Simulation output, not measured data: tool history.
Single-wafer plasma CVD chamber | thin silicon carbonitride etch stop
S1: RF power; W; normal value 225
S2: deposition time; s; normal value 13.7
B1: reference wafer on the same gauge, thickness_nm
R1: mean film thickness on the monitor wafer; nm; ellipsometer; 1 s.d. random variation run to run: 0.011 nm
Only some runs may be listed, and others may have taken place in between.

run 1 hour=0 | S1=245 S2=14.8 | B1=8.138 | R1=7.979
run 2 hour=50 | S1=245 S2=14.8 | B1=8.141 | R1=7.94
run 3 hour=124.2 | S1=245 S2=14.8 | B1=8.145 | R1=7.943
run 4 hour=188.3 | S1=245 S2=12.6 | B1=8.145 | R1=6.754
run 5 hour=263 | S1=245 S2=12.6 | B1=8.141 | R1=6.844
run 6 hour=305.8 | S1=225 S2=13.7 | B1=8.143 | R1=7.224
run 7 hour=356.6 | S1=225 S2=13.7 | B1=8.144 | R1=7.232
run 8 hour=404.3 | S1=225 S2=13.7 | B1=8.147 | R1=7.229
run 9 hour=447.7 | S1=225 S2=13.7 | B1=8.141 | R1=7.2
run 10 hour=534.2 | S1=225 S2=13.7 | B1=8.134 | R1=7.189
run 11 hour=573.1 | S1=225 S2=13.7 | B1=8.136 | R1=7.203
run 12 hour=681 | S1=225 S2=13.7 | B1=8.137 | R1=7.183
run 13 hour=747.2 | S1=225 S2=13.7 | B1=8.142 | R1=7.172
run 14 hour=836.8 | S1=225 S2=13.7 | B1=8.14 | R1=7.164
run 15 hour=931.3 | S1=225 S2=13.7 | B1=8.145 | R1=7.152
run 16 hour=1104 | S1=225 S2=13.7 | B1=8.139 | R1=7.131
run 17 hour=1162.2 | S1=240 S2=13.7 | B1=8.143 | R1=7.401
run 18 hour=1240.8 | S1=190 S2=15.6 | B1=8.134 | R1=7.72
run 19 hour=1331.2 | S1=260 S2=12.7 | B1=8.137 | R1=7.03
run 20 hour=1395.6 | S1=225 S2=13.7 | B1=8.14 | R1=7.202
run 21 hour=1485.9 | S1=205 S2=13.7 | B1=8.139 | R1=6.948
run 22 hour=1580.9 | S1=225 S2=13.7 | B1=8.14 | R1=7.193
run 23 hour=1621.2 | S1=245 S2=12.6 | B1=8.136 | R1=6.803
run 24 hour=1684.4 | S1=240 S2=15.3 | B1=8.137 | R1=8.203
run 25 hour=1735.6 | S1=225 S2=12.4 | B1=8.141 | R1=6.48
run 26 hour=1785 | S1=225 S2=13.7 | B1=8.141 | R1=7.156
run 27 hour=1823.8 | S1=235 S2=14.8 | B1=8.145 | R1=7.871
run 28 hour=1910.7 | S1=200 S2=12.5 | B1=8.14 | R1=6.248
run 29 hour=1976.1 | S1=240 S2=15.4 | B1=8.141 | R1=8.209
run 30 hour=2021 | S1=235 S2=13.7 | B1=8.137 | R1=7.249
run 31 hour=2099.8 | S1=215 S2=14.4 | B1=8.135 | R1=7.374
run 32 hour=2163.6 | S1=195 S2=13.7 | B1=8.137 | R1=6.753
run 33 hour=2207 | S1=210 S2=13.7 | B1=8.137 | R1=7.049

Removed from this log: 6 entries logged between the listed runs. Between which two listed runs does each belong, and how does the tool's hidden state at the listed run before it compare with that at the listed run after it?
Between runs 4 and 5: RF generator calibrated (hour 237.9)
  delivered RF power above the setpoint (%): -4 -> -0.228
  difference, measured minus the result without the unlogged condition, R1: -0.1 -> -0.005 nm
Between runs 15 and 16: thermocouple changed; heater temperature recalibrated (hour 1020.6)
  delivered RF power above the setpoint (%): -2.92 -> -3.62
  difference, measured minus the result without the unlogged condition, R1: -0.077 -> -0.095 nm
Between runs 16 and 17: RF generator calibrated (hour 1139.5)
  delivered RF power above the setpoint (%): -3.62 -> -0.526
  difference, measured minus the result without the unlogged condition, R1: -0.095 -> -0.014 nm
Between runs 17 and 18: showerhead replaced (hour 1178.5)
  delivered RF power above the setpoint (%): -0.526 -> -0.843
  difference, measured minus the result without the unlogged condition, R1: -0.014 -> -0.023 nm
Between runs 21 and 22: gauge calibrated (hour 1524.2)
  delivered RF power above the setpoint (%): -1.83 -> -2.21
  difference, measured minus the result without the unlogged condition, R1: -0.047 -> -0.059 nm
Between runs 32 and 33: RF generator calibrated (hour 2173)
  delivered RF power above the setpoint (%): -4.57 -> -0.741
  difference, measured minus the result without the unlogged condition, R1: -0.114 -> -0.019 nm

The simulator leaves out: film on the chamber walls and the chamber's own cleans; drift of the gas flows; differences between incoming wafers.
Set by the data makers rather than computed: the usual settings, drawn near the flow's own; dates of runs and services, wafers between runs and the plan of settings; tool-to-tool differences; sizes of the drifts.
